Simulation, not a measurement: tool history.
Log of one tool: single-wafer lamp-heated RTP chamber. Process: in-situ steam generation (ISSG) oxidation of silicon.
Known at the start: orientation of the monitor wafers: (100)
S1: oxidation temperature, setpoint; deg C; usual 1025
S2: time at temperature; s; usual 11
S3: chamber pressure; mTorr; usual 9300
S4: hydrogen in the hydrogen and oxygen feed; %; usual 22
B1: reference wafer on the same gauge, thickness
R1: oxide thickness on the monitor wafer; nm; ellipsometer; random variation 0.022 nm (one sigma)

{"run": 1, "hour": 0.0, "S1": 1012, "S2": 11, "S3": 9300, "S4": 22, "B1": 4.737, "R1": 4.403}
{"hour": 20.6, "done": "pyrometer window cleaned and pyrometer calibrated"}
{"run": 2, "hour": 21.1, "S1": 1025, "S2": 11, "S3": 9300, "S4": 15, "B1": 4.743, "R1": 4.087}
{"run": 3, "hour": 47.6, "S1": 1025, "S2": 11, "S3": 9300, "S4": 15, "B1": 4.739, "R1": 4.159}
{"run": 4, "hour": 67.8, "S1": 1025, "S2": 11, "S3": 9300, "S4": 22, "B1": 4.735, "R1": 4.593}
{"run": 5, "hour": 91.4, "S1": 1025, "S2": 11, "S3": 9300, "S4": 22, "B1": 4.735, "R1": 4.619}
{"run": 6, "hour": 120.4, "S1": 1025, "S2": 11, "S3": 9300, "S4": 22, "B1": 4.741, "R1": 4.617}
{"run": 7, "hour": 150.7, "S1": 1025, "S2": 11, "S3": 9300, "S4": 26, "B1": 4.739, "R1": 4.84}
{"hour": 167.8, "done": "gauge calibrated"}
{"run": 8, "hour": 168.3, "S1": 1025, "S2": 11, "S3": 9300, "S4": 26, "B1": 4.739, "R1": 4.85}
{"hour": 196.8, "done": "pyrometer window cleaned and pyrometer calibrated"}
{"run": 9, "hour": 214.6, "S1": 1025, "S2": 11, "S3": 9300, "S4": 26, "B1": 4.742, "R1": 4.684}
{"run": 10, "hour": 232.5, "S1": 1025, "S2": 11, "S3": 9300, "S4": 31, "B1": 4.734, "R1": 4.93}
{"run": 11, "hour": 263.5, "S1": 1036, "S2": 11, "S3": 10200, "S4": 22, "B1": 4.737, "R1": 4.745}
{"run": 12, "hour": 290.8, "S1": 1025, "S2": 11, "S3": 9300, "S4": 22, "B1": 4.739, "R1": 4.599}
{"run": 13, "hour": 305.2, "S1": 1041, "S2": 11, "S3": 8000, "S4": 28, "B1": 4.745, "R1": 5.407}
{"hour": 336.7, "done": "pyrometer window cleaned and pyrometer calibrated"}
{"run": 14, "hour": 340.0, "S1": 1033, "S2": 11, "S3": 10200, "S4": 17, "B1": 4.735, "R1": 4.246}
{"run": 15, "hour": 358.8, "S1": 1025, "S2": 10, "S3": 9300, "S4": 22, "B1": 4.739, "R1": 4.323}
{"hour": 395.6, "done": "pressure gauge zeroed"}
{"run": 16, "hour": 396.1, "S1": 1040, "S2": 7, "S3": 9300, "S4": 22, "B1": 4.744, "R1": 3.95}
{"hour": 422.7, "done": "hydrogen flow controller replaced"}
{"run": 17, "hour": 483.0, "S1": 1025, "S2": 11, "S3": 9300, "S4": 22, "B1": 4.74, "R1": 4.63}
{"hour": 502.4, "done": "pyrometer window cleaned and pyrometer calibrated"}
{"run": 18, "hour": 512.4, "S1": 1033, "S2": 11, "S3": 10200, "S4": 17, "B1": 4.744, "R1": 4.294}
{"run": 19, "hour": 534.8, "S1": 1025, "S2": 11, "S3": 10200, "S4": 22, "B1": 4.734, "R1": 4.466}

Some steps in R1 between neighbouring runs. How much of each would the tool show without its hidden state too (settings, what came in, random variation), and how much is left for the hidden state, with any gauge scatter that isn't in both results?
The hidden state here: true wafer temperature minus pyrometer reading, K; true pressure minus gauge reading, Torr; deviation of the hydrogen flow from its setpoint, %; gauge reads high (%).
Run 13 -> 14: S1 1041 -> 1033, S3 8000 -> 10200, S4 28 -> 17, pyrometer window cleaned and pyrometer calibrated. R1 -1.161 nm: hidden state -0.203, all else -0.958.

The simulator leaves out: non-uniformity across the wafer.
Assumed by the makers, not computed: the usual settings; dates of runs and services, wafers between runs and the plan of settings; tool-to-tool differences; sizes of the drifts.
